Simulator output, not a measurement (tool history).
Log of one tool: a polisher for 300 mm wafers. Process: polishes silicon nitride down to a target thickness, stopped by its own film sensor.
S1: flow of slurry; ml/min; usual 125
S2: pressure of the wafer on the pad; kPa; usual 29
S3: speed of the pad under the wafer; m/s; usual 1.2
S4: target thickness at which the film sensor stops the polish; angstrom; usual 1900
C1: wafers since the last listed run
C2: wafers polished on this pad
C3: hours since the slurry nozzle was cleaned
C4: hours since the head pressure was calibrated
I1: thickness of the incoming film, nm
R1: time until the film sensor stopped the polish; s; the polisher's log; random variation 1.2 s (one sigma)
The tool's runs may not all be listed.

| run | day | S1 | S2 | S3 | S4 | C1 | C2 | C3 | C4 | I1 | R1 |
|---|---|---|---|---|---|---|---|---|---|---|---|
| 1 | 0 | 125 | 29 | 0.9 | 1900 | 0 | 1410 | 435.6 | 165.3 | 351.8 | 89.5 |
|  | 1.021 | worn pad replaced by a new one |
| 2 | 1.167 | 125 | 29 | 0.9 | 1900 | 293 | 42 | 463.6 | 193.3 | 353.4 | 87.2 |
| 3 | 2.45 | 125 | 29 | 0.9 | 1900 | 376 | 418 | 494.4 | 224.1 | 350.4 | 89.3 |
| 4 | 2.967 | 125 | 29 | 1.2 | 1900 | 151 | 570 | 506.8 | 236.5 | 345.8 | 74.7 |
| 5 | 4.162 | 125 | 29 | 1.2 | 1900 | 350 | 920 | 535.5 | 265.2 | 353.9 | 75.8 |
| 6 | 5.546 | 125 | 29 | 1.2 | 1900 | 405 | 1326 | 568.7 | 298.4 | 352.1 | 76.8 |
| 7 | 6.25 | 125 | 29 | 1.2 | 1900 | 206 | 1532 | 585.6 | 315.3 | 351.2 | 76.6 |
|  | 6.817 | worn pad replaced by a new one |
| 8 | 7.188 | 125 | 29 | 1.2 | 1900 | 225 | 109 | 608.1 | 337.8 | 353.8 | 78.1 |
| 9 | 8.575 | 105 | 33.8 | 1.2 | 1900 | 406 | 515 | 641.4 | 371.1 | 343.2 | 68.5 |
| 10 | 9.517 | 125 | 29 | 1.2 | 1900 | 276 | 791 | 664 | 393.7 | 343.5 | 73.8 |
| 11 | 10.238 | 125 | 29 | 1.2 | 1900 | 211 | 1003 | 681.3 | 411 | 345.9 | 73.6 |
|  | 11.688 | worn pad replaced by a new one |
| 12 | 11.708 | 125 | 29 | 1.2 | 1900 | 382 | 6 | 716.6 | 446.3 | 355.1 | 78.4 |
|  | 13.421 | slurry nozzle cleaned |
| 13 | 13.442 | 125 | 29 | 1.2 | 1900 | 495 | 502 | 0.5 | 487.9 | 355.4 | 80.8 |
| 14 | 14.675 | 125 | 29 | 1.2 | 1900 | 361 | 863 | 30.1 | 517.5 | 354 | 78.6 |
| 15 | 15.517 | 125 | 29 | 1.2 | 1900 | 246 | 1110 | 50.3 | 537.7 | 353.1 | 77.1 |
| 16 | 16.908 | 125 | 18.6 | 1.2 | 1900 | 407 | 1518 | 83.7 | 571.1 | 347.4 | 95 |
|  | 17.746 | worn pad replaced by a new one |
| 17 | 17.954 | 125 | 29 | 1.2 | 1900 | 257 | 61 | 108.8 | 596.2 | 351.8 | 76.9 |
| 18 | 18.504 | 125 | 29 | 1.2 | 1900 | 161 | 222 | 122 | 609.4 | 352.9 | 77.5 |

The next listed run, before its measurement:
|  | 19.438 | head pressure recalibrated |
| 19 | 19.458 | 125 | 29 | 1.2 | 1900 | 255 | 478 | 144.9 | 0.5 | 357.1 | ? |

{"run 19": {"R1": 79.9}}
Without the tool's hidden state the same run would have given R1 79.9 s.
